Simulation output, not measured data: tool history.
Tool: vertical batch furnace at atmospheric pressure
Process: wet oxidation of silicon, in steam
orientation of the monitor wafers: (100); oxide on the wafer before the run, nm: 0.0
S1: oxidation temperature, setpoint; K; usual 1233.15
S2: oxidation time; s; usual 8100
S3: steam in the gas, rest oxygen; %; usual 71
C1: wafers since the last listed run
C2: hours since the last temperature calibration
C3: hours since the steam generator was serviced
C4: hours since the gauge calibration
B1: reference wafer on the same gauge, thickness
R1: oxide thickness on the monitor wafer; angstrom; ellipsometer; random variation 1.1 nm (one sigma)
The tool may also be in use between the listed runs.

run	hour	S1	S2	S3	C1	C2	C3	C4	B1	R1
1	0.0	1233.15	8100	65	0	3937.0	1998.1	629.6	500.48	3880.5
2	53.2	1233.15	8100	65	481	3990.2	2051.3	682.8	501.14	3873.7
3	354.0	1233.15	8100	65	2725	4291.0	2352.1	983.6	501.49	3878.7
4	423.6	1233.15	11280	71	630	4360.6	2421.7	1053.2	501.11	5248.0
5	477.4	1233.15	11280	71	487	4414.4	2475.5	1107.0	500.59	5223.2
6	551.9	1233.15	8100	71	674	4488.9	2550.0	1181.5	500.66	4133.8
7	642.2	1233.15	8100	76	818	4579.2	2640.3	1271.8	501.17	4331.5
8	734.0	1233.15	8100	76	831	4671.0	2732.1	1363.6	501.10	4323.6
9	823.8	1233.15	8100	76	813	4760.8	2821.9	1453.4	501.02	4334.9
10	867.3	1233.15	8940	71	394	4804.3	2865.4	1496.9	501.24	4433.1
# hour 951.3: thermocouples replaced and temperature profile calibrated
11	951.8	1233.15	6810	63	548	0.5	2949.9	1581.4	501.37	3321.3
12	988.6	1233.15	6810	63	333	37.3	2986.7	1618.2	500.92	3338.0
13	1073.9	1233.15	8100	71	772	122.6	3072.0	1703.5	500.57	4121.8
14	1152.5	1233.15	8100	71	712	201.2	3150.6	1782.1	500.83	4130.6
# hour 1216.5: steam generator serviced
15	1217.0	1254.15	6210	61	366	265.7	0.5	1846.6	500.72	3755.7
16	1283.6	1233.15	8100	71	603	332.3	67.1	1913.2	501.30	4264.6
# hour 1323.7: gauge calibrated
17	1337.7	1218.15	11430	78	490	386.4	121.2	14.0	501.29	5171.4
18	1387.7	1245.15	4770	74	452	436.4	171.2	64.0	501.17	3291.6
19	1427.8	1254.15	6210	61	363	476.5	211.3	104.1	501.38	3744.1
20	1698.2	1233.15	9960	71	2449	746.9	481.7	374.5	501.35	4894.3
21	1749.7	1223.15	5220	64	466	798.4	533.2	426.0	501.34	2556.3
22	1818.9	1233.15	10500	64	626	867.6	602.4	495.2	501.37	4709.6
23	1886.7	1225.15	8100	71	614	935.4	670.2	563.0	501.39	3947.1
24	1930.9	1240.15	8100	71	400	979.6	714.4	607.2	501.10	4435.6
25	2018.0	1217.15	7050	60	789	1066.7	801.5	694.3	500.75	2890.0
26	2119.6	1225.15	8100	71	920	1168.3	903.1	795.9	501.59	3915.3

Measured less the same run without the tool's hidden state. The same run-to-run variation is in both; the gauge's scatter may not be:
The hidden state here: true tube temperature minus thermocouple reading, K; steam share off its setpoint, % of the setpoint; gauge reads high (%).
run	R1
1	-160.2
2	-161.2
3	-167.7
4	-216.9
5	-217.1
6	-180.3
7	-188.7
8	-189.8
9	-191.4
10	-195.6
11	-154.8
12	-156.0
13	-186.5
14	-187.6
15	-20.7
16	-33.6
17	-49.5
18	-38.0
19	-46.2
20	-94.3
21	-59.1
22	-104.0
23	-96.8
24	-107.8
25	-83.4
26	-113.3
